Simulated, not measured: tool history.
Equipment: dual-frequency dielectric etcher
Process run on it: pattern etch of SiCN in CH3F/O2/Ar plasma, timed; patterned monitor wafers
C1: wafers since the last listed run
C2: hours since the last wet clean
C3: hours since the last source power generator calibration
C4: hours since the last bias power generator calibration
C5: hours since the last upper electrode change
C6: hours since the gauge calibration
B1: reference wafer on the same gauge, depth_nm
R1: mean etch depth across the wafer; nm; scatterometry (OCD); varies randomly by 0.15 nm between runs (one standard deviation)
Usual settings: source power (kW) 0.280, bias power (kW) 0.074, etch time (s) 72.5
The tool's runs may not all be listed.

run 1 hour=0.0 | source_power_(kW)=0.280 bias_power_(kW)=0.081 etch_time_(s)=72.5 | C1=0 C2=544.6 C3=3318.0 C4=4499.6 C5=5736.0 C6=86.7 | B1=30.52 | R1=25.09
-- hour=5.2 wet clean of the chamber
run 2 hour=24.6 | source_power_(kW)=0.280 bias_power_(kW)=0.081 etch_time_(s)=72.5 | C1=250 C2=19.4 C3=3342.6 C4=4524.2 C5=5760.6 C6=111.3 | B1=30.53 | R1=26.68
run 3 hour=77.3 | source_power_(kW)=0.280 bias_power_(kW)=0.069 etch_time_(s)=64.5 | C1=682 C2=72.1 C3=3395.3 C4=4576.9 C5=5813.3 C6=164.0 | B1=30.52 | R1=21.99
run 4 hour=133.1 | source_power_(kW)=0.280 bias_power_(kW)=0.069 etch_time_(s)=64.5 | C1=722 C2=127.9 C3=3451.1 C4=4632.7 C5=5869.1 C6=219.8 | B1=30.50 | R1=21.93
run 5 hour=173.0 | source_power_(kW)=0.280 bias_power_(kW)=0.069 etch_time_(s)=64.5 | C1=516 C2=167.8 C3=3491.0 C4=4672.6 C5=5909.0 C6=259.7 | B1=30.50 | R1=21.95
run 6 hour=206.2 | source_power_(kW)=0.280 bias_power_(kW)=0.083 etch_time_(s)=72.5 | C1=429 C2=201.0 C3=3524.2 C4=4705.8 C5=5942.2 C6=292.9 | B1=30.57 | R1=26.31
-- hour=347.5 bias power generator calibrated
-- hour=356.9 source power generator calibrated
run 7 hour=401.4 | source_power_(kW)=0.280 bias_power_(kW)=0.083 etch_time_(s)=72.5 | C1=2422 C2=396.2 C3=44.5 C4=53.9 C5=6137.4 C6=488.1 | B1=30.47 | R1=25.86
run 8 hour=440.3 | source_power_(kW)=0.350 bias_power_(kW)=0.074 etch_time_(s)=62.5 | C1=503 C2=435.1 C3=83.4 C4=92.8 C5=6176.3 C6=527.0 | B1=30.50 | R1=23.05
-- hour=496.1 wet clean of the chamber
run 9 hour=496.6 | source_power_(kW)=0.340 bias_power_(kW)=0.058 etch_time_(s)=57.0 | C1=418 C2=0.5 C3=139.7 C4=149.1 C5=6232.6 C6=583.3 | B1=30.49 | R1=20.08
run 10 hour=547.6 | source_power_(kW)=0.280 bias_power_(kW)=0.074 etch_time_(s)=72.5 | C1=660 C2=51.5 C3=190.7 C4=200.1 C5=6283.6 C6=634.3 | B1=30.51 | R1=25.96
-- hour=595.0 gauge calibrated
run 11 hour=605.5 | source_power_(kW)=0.280 bias_power_(kW)=0.074 etch_time_(s)=72.5 | C1=749 C2=109.4 C3=248.6 C4=258.0 C5=6341.5 C6=10.5 | B1=30.48 | R1=25.92
-- hour=665.3 upper electrode replaced
run 12 hour=665.8 | source_power_(kW)=0.310 bias_power_(kW)=0.092 etch_time_(s)=87.5 | C1=469 C2=169.7 C3=308.9 C4=318.3 C5=0.5 C6=70.8 | B1=30.53 | R1=34.60
run 13 hour=719.7 | source_power_(kW)=0.280 bias_power_(kW)=0.081 etch_time_(s)=72.5 | C1=697 C2=223.6 C3=362.8 C4=372.2 C5=54.4 C6=124.7 | B1=30.46 | R1=26.42
run 14 hour=776.7 | source_power_(kW)=0.310 bias_power_(kW)=0.074 etch_time_(s)=66.0 | C1=737 C2=280.6 C3=419.8 C4=429.2 C5=111.4 C6=181.7 | B1=30.50 | R1=24.11
run 15 hour=835.3 | source_power_(kW)=0.280 bias_power_(kW)=0.083 etch_time_(s)=88.0 | C1=758 C2=339.2 C3=478.4 C4=487.8 C5=170.0 C6=240.3 | B1=30.46 | R1=31.61

For some of the steps in R1 from one run to the next: how much would appear even if the tool had no hidden state, given the settings, what came in and random variation, and how much remains for the hidden state plus any gauge scatter that the measured result and the result without hidden state don't share?
Hidden state at play: etch rate over this chamber's usual, %; source power that arrives over what is set, %; bias power that arrives over what is set, %; gauge reads high (%).
Run 1 -> 2: wet clean of the chamber. R1 +1.59 nm: hidden state +1.61, all else -0.02.
Run 11 -> 12: source power (kW) 0.280 -> 0.310, bias power (kW) 0.074 -> 0.092, etch time (s) 72.5 -> 87.5, upper electrode replaced. R1 +8.68 nm: hidden state -0.33, all else +9.01.
